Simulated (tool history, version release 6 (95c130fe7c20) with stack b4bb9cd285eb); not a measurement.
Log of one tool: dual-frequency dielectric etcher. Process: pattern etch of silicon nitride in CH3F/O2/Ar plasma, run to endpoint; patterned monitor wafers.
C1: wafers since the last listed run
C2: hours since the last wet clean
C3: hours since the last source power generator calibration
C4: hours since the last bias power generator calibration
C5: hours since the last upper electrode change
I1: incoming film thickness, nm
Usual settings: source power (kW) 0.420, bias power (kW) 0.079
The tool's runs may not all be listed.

run 1 day=0.000 | source_power_(kW)=0.490 bias_power_(kW)=0.065 | C1=0 C2=7.2 C3=3519.9 C4=3385.1 C5=4944.1 | I1=33.27 | endpoint_time_(s)=50.1
run 2 day=6.033 | source_power_(kW)=0.490 bias_power_(kW)=0.065 | C1=2062 C2=152.0 C3=3664.7 C4=3529.9 C5=5088.9 | I1=33.11 | endpoint_time_(s)=50.4
run 3 day=8.725 | source_power_(kW)=0.490 bias_power_(kW)=0.065 | C1=920 C2=216.6 C3=3729.3 C4=3594.5 C5=5153.5 | I1=32.94 | endpoint_time_(s)=49.5
run 4 day=10.792 | source_power_(kW)=0.450 bias_power_(kW)=0.079 | C1=706 C2=266.2 C3=3778.9 C4=3644.1 C5=5203.1 | I1=33.58 | endpoint_time_(s)=48.1
run 5 day=13.775 | source_power_(kW)=0.450 bias_power_(kW)=0.079 | C1=1019 C2=337.8 C3=3850.5 C4=3715.7 C5=5274.7 | I1=33.31 | endpoint_time_(s)=47.4
run 6 day=15.121 | source_power_(kW)=0.450 bias_power_(kW)=0.079 | C1=460 C2=370.1 C3=3882.8 C4=3748.0 C5=5307.0 | I1=33.07 | endpoint_time_(s)=47.1
-- day=15.525 bias power generator calibrated
run 7 day=17.158 | source_power_(kW)=0.420 bias_power_(kW)=0.079 | C1=639 C2=419.0 C3=3931.7 C4=39.2 C5=5355.9 | I1=32.99 | endpoint_time_(s)=47.9
run 8 day=19.300 | source_power_(kW)=0.420 bias_power_(kW)=0.063 | C1=732 C2=470.4 C3=3983.1 C4=90.6 C5=5407.3 | I1=33.40 | endpoint_time_(s)=55.2
run 9 day=20.462 | source_power_(kW)=0.520 bias_power_(kW)=0.079 | C1=397 C2=498.3 C3=4011.0 C4=118.5 C5=5435.2 | I1=33.08 | endpoint_time_(s)=44.1
-- day=21.692 source power generator calibrated
-- day=22.492 wet clean of the chamber
-- day=23.192 upper electrode replaced
run 10 day=23.212 | source_power_(kW)=0.370 bias_power_(kW)=0.060 | C1=370 C2=17.3 C3=36.5 C4=184.5 C5=0.5 | I1=33.27 | endpoint_time_(s)=60.7
run 11 day=23.775 | source_power_(kW)=0.390 bias_power_(kW)=0.079 | C1=192 C2=30.8 C3=50.0 C4=198.0 C5=14.0 | I1=33.63 | endpoint_time_(s)=51.4
run 12 day=25.017 | source_power_(kW)=0.520 bias_power_(kW)=0.087 | C1=424 C2=60.6 C3=79.8 C4=227.8 C5=43.8 | I1=33.04 | endpoint_time_(s)=42.2
run 13 day=27.492 | source_power_(kW)=0.340 bias_power_(kW)=0.062 | C1=846 C2=120.0 C3=139.2 C4=287.2 C5=103.2 | I1=33.00 | endpoint_time_(s)=61.0
run 14 day=29.279 | source_power_(kW)=0.420 bias_power_(kW)=0.079 | C1=611 C2=162.9 C3=182.1 C4=330.1 C5=146.1 | I1=33.57 | endpoint_time_(s)=49.5
run 15 day=31.792 | source_power_(kW)=0.420 bias_power_(kW)=0.079 | C1=859 C2=223.2 C3=242.4 C4=390.4 C5=206.4 | I1=32.85 | endpoint_time_(s)=48.1
run 16 day=36.471 | source_power_(kW)=0.340 bias_power_(kW)=0.062 | C1=1599 C2=335.5 C3=354.7 C4=502.7 C5=318.7 | I1=33.39 | endpoint_time_(s)=62.3

Hidden state at the last listed run before each entry between runs and at the first one after, where it differs:
Between runs 6 and 7: bias power generator calibrated (day 15.525)
  no hidden state differs between the two runs
Between runs 9 and 10: source power generator calibrated (day 21.692); wet clean of the chamber (day 22.492); upper electrode replaced (day 23.192)
  no hidden state differs between the two runs
